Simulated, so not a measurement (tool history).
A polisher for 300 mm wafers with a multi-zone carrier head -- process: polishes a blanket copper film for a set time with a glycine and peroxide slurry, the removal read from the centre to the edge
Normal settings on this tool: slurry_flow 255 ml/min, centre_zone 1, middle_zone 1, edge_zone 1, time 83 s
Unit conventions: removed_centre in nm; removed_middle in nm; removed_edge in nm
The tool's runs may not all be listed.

run	hour	slurry_flow	centre_zone	middle_zone	edge_zone	time	incoming thickness of the incoming film, nm	removed_centre	removed_middle	removed_edge
1	0	255	1	1	1.06	83	1545.1	423.9	421	433.5
2	53.2	255	1	1	1	83	1557.8	432.7	420.7	419.2
3	124.8	255	1	1	1	83	1549.7	440	424.6	417.7
4	165.3	255	1	1	1	83	1533.2	443.2	425.4	418.7
5	211.5	255	1	1	1	83	1566.8	439.9	419.9	419.8
6	272.7	255	1	1	1	83	1557.6	447.9	422.3	414.7
7	367.2	255	1	1	1	83	1548.4	453.9	419.5	417.3
8	458.2	255	1	1	1	83	1529.9	404.7	426.1	424.1
9	552.3	255	1	1	1	83	1524.6	426.4	426.1	420.4
10	611	195	1	1	1	83	1535.1	416.2	406.7	410.7
11	651.3	255	1.09	1	1	83	1564.9	480.5	421.7	414.4
12	720.2	195	1	1	1	83	1545.8	421.7	406.6	404.2
13	1036.9	255	1.1	0.92	1.09	57	1534.5	313.8	272	302.6
14	1100.9	255	1	1.07	1	83	1539.3	423.5	447	421.8
15	1147.1	255	0.95	1.09	1.05	63	1549.3	313.6	348.3	326.2
16	1195.1	255	0.9	1	1	83	1525.4	392.2	420.7	422.5
17	1283.6	255	1.04	1.09	1	65	1540.1	357.9	356.3	327.3
18	1324.8	255	1	1	1	83	1538.1	452.1	422.7	427.6
19	1387.5	285	1	1.1	1	83	1573	455.6	462.7	424.6
20	1474.5	255	1	1	1.03	83	1527.6	455.1	423.5	422.7

Not shown: 18 entries that the log had between the listed runs. Between which runs, and how does the tool's hidden state differ before and after?
Run 1 -> run 2: edge zone pressure recalibrated (hour 6.6)
  deviation of the centre zone's pressure from its setpoint, %: 3.66 -> 5.52
  measured value less the no-hidden-state value, removed_centre: +15.1 -> +22.8 nm
Run 2 -> run 3: slurry nozzle cleaned (hour 80.8)
  deviation of the centre zone's pressure from its setpoint, %: 5.52 -> 7.33
  measured value less the no-hidden-state value, removed_centre: +22.8 -> +30.3 nm
Run 3 -> run 4: carrier head's membrane replaced by a new one (hour 150.3)
  deviation of the centre zone's pressure from its setpoint, %: 7.33 -> 8.09
  measured value less the no-hidden-state value, removed_centre: +30.3 -> +33.4 nm
Run 6 -> run 7: worn pad replaced by a new one (hour 284.4); edge zone pressure recalibrated (hour 294.8)
  deviation of the centre zone's pressure from its setpoint, %: 9.46 -> 10.2
  measured value less the no-hidden-state value, removed_centre: +39 -> +42.2 nm
Run 7 -> run 8: centre zone pressure recalibrated (hour 457.7)
  deviation of the centre zone's pressure from its setpoint, %: 10.2 -> -0.0583
  measured value less the no-hidden-state value, removed_centre: +42.2 -> -0.2 nm
Run 8 -> run 9: worn pad replaced by a new one (hour 539.7)
  deviation of the centre zone's pressure from its setpoint, %: -0.0583 -> 4.39
  measured value less the no-hidden-state value, removed_centre: -0.2 -> +18 nm
Run 9 -> run 10: edge zone pressure recalibrated (hour 574.3)
  deviation of the centre zone's pressure from its setpoint, %: 4.39 -> 6.23
  measured value less the no-hidden-state value, removed_centre: +18 -> +24.5 nm
Run 12 -> run 13: slurry nozzle cleaned (hour 773.2); worn pad replaced by a new one (hour 798.2); edge zone pressure recalibrated (hour 863.6); carrier head's membrane replaced by a new one (hour 1022.9); centre zone pressure recalibrated (hour 1027.8)
  deviation of the centre zone's pressure from its setpoint, %: 8.44 -> 0.427
  measured value less the no-hidden-state value, removed_centre: +33 -> +1.3 nm
Run 14 -> run 15: worn pad replaced by a new one (hour 1136.5)
  deviation of the centre zone's pressure from its setpoint, %: 3.54 -> 5.22
  measured value less the no-hidden-state value, removed_centre: +14.6 -> +15.7 nm
Run 15 -> run 16: edge zone pressure recalibrated (hour 1155)
  deviation of the centre zone's pressure from its setpoint, %: 5.22 -> 6.57
  measured value less the no-hidden-state value, removed_centre: +15.7 -> +24.6 nm
Run 19 -> run 20: slurry nozzle cleaned (hour 1420.1); worn pad replaced by a new one (hour 1452.2); edge zone pressure recalibrated (hour 1462.5)
  deviation of the centre zone's pressure from its setpoint, %: 9.56 -> 10.2
  measured value less the no-hidden-state value, removed_centre: +40 -> +42.4 nm
